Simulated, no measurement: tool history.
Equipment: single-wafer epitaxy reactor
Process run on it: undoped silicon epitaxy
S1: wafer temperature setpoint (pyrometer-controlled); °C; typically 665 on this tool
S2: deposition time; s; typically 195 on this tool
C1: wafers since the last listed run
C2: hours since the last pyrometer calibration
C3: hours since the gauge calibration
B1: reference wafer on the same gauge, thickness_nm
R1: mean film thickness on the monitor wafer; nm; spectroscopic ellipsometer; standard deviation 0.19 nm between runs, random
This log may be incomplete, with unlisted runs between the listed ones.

| run | hour | S1 | S2 | C1 | C2 | C3 | B1 | R1 |
|---|---|---|---|---|---|---|---|---|
| 1 | 0 | 665 | 170 | 0 | 251.8 | 1291.5 | 34.392 | 37.685 |
| 2 | 40.6 | 665 | 170 | 459 | 292.4 | 1332.1 | 34.408 | 37.387 |
| 3 | 82.1 | 665 | 170 | 469 | 333.9 | 1373.6 | 34.382 | 37.574 |
| 4 | 145.3 | 665 | 195 | 714 | 397.1 | 1436.8 | 34.379 | 43.165 |
| 5 | 209.6 | 665 | 195 | 727 | 461.4 | 1501.1 | 34.438 | 43.295 |
| 6 | 245.2 | 665 | 195 | 402 | 497 | 1536.7 | 34.358 | 43.365 |
| 7 | 301.7 | 665 | 195 | 639 | 553.5 | 1593.2 | 34.386 | 43.093 |
| 8 | 362 | 665 | 195 | 682 | 613.8 | 1653.5 | 34.375 | 43.585 |
| 9 | 424.9 | 665 | 195 | 711 | 676.7 | 1716.4 | 34.38 | 43.506 |
| 10 | 449.8 | 674 | 205 | 281 | 701.6 | 1741.3 | 34.433 | 53.427 |
| 11 | 496.4 | 674 | 205 | 527 | 748.2 | 1787.9 | 34.397 | 53.893 |
| 12 | 526.5 | 657 | 217 | 340 | 778.3 | 1818 | 34.361 | 41.568 |
| 13 | 573.5 | 657 | 217 | 531 | 825.3 | 1865 | 34.418 | 41.622 |
| 14 | 635.4 | 657 | 217 | 700 | 887.2 | 1926.9 | 34.423 | 41.413 |
| 15 | 668.2 | 665 | 195 | 370 | 920 | 1959.7 | 34.413 | 43.433 |
| 16 | 692.4 | 665 | 195 | 273 | 944.2 | 1983.9 | 34.39 | 43.525 |
|  | 789.7 | gauge calibrated |
| 17 | 837.6 | 665 | 195 | 1642 | 1089.4 | 47.9 | 34.42 | 43.67 |
| 18 | 877.1 | 665 | 195 | 446 | 1128.9 | 87.4 | 34.401 | 43.448 |
| 19 | 948.6 | 665 | 195 | 808 | 1200.4 | 158.9 | 34.404 | 43.971 |
| 20 | 996 | 653 | 182 | 536 | 1247.8 | 206.3 | 34.389 | 32.672 |
| 21 | 1028.1 | 661 | 195 | 363 | 1279.9 | 238.4 | 34.369 | 40.685 |
| 22 | 1061.9 | 661 | 195 | 382 | 1313.7 | 272.2 | 34.447 | 40.406 |
| 23 | 1093.1 | 665 | 195 | 352 | 1344.9 | 303.4 | 34.372 | 43.814 |
| 24 | 1139 | 665 | 175 | 519 | 1390.8 | 349.3 | 34.402 | 39.548 |
| 25 | 1185.9 | 657 | 217 | 530 | 1437.7 | 396.2 | 34.447 | 41.945 |
| 26 | 1227.5 | 658 | 221 | 470 | 1479.3 | 437.8 | 34.399 | 43.524 |
| 27 | 1298 | 660 | 178 | 797 | 1549.8 | 508.3 | 34.441 | 36.636 |
| 28 | 1323.4 | 657 | 167 | 287 | 1575.2 | 533.7 | 34.396 | 32.677 |
| 29 | 1362.8 | 670 | 216 | 445 | 1614.6 | 573.1 | 34.392 | 53.263 |
| 30 | 1417.5 | 652 | 168 | 618 | 1669.3 | 627.8 | 34.43 | 29.949 |
|  | 1431 | pyrometer calibrated |
| 31 | 1483.2 | 665 | 195 | 652 | 52.2 | 693.5 | 34.432 | 42.92 |
| 32 | 1509.9 | 661 | 232 | 301 | 78.9 | 720.2 | 34.418 | 47.453 |
| 33 | 1557.5 | 661 | 159 | 538 | 126.5 | 767.8 | 34.395 | 32.448 |
| 34 | 1613.3 | 671 | 182 | 631 | 182.3 | 823.6 | 34.387 | 44.499 |
| 35 | 1676.6 | 665 | 195 | 715 | 245.6 | 886.9 | 34.411 | 43.07 |
| 36 | 1786.3 | 656 | 230 | 1240 | 355.3 | 996.6 | 34.406 | 42.923 |
| 37 | 1844.7 | 658 | 195 | 660 | 413.7 | 1055 | 34.428 | 37.606 |
| 38 | 1874.9 | 665 | 195 | 341 | 443.9 | 1085.2 | 34.423 | 42.704 |
| 39 | 1922.5 | 674 | 215 | 538 | 491.5 | 1132.8 | 34.395 | 56.139 |
| 40 | 1961.6 | 665 | 195 | 442 | 530.6 | 1171.9 | 34.41 | 43.213 |
| 41 | 2013.5 | 660 | 161 | 587 | 582.5 | 1223.8 | 34.404 | 32.261 |
| 42 | 2070.1 | 665 | 222 | 640 | 639.1 | 1280.4 | 34.399 | 49.005 |
| 43 | 2130.9 | 657 | 220 | 687 | 699.9 | 1341.2 | 34.413 | 41.892 |
| 44 | 2175 | 675 | 185 | 498 | 744 | 1385.3 | 34.393 | 49.103 |

Hidden state at the last listed run before each entry between runs and at the first one after, where it differs:
In the gap between runs 16 and 17: gauge calibrated (hour 789.7)
  wafer temperature above the value expected at the setpoint (K): 0.773 -> 0.928
  measured value less the no-hidden-state value, R1: +0.62 -> +0.746 nm
In the gap between runs 30 and 31: pyrometer calibrated (hour 1431)
  wafer temperature above the value expected at the setpoint (K): 1.77 -> 0.0363
  measured value less the no-hidden-state value, R1: +0.99 -> +0.029 nm
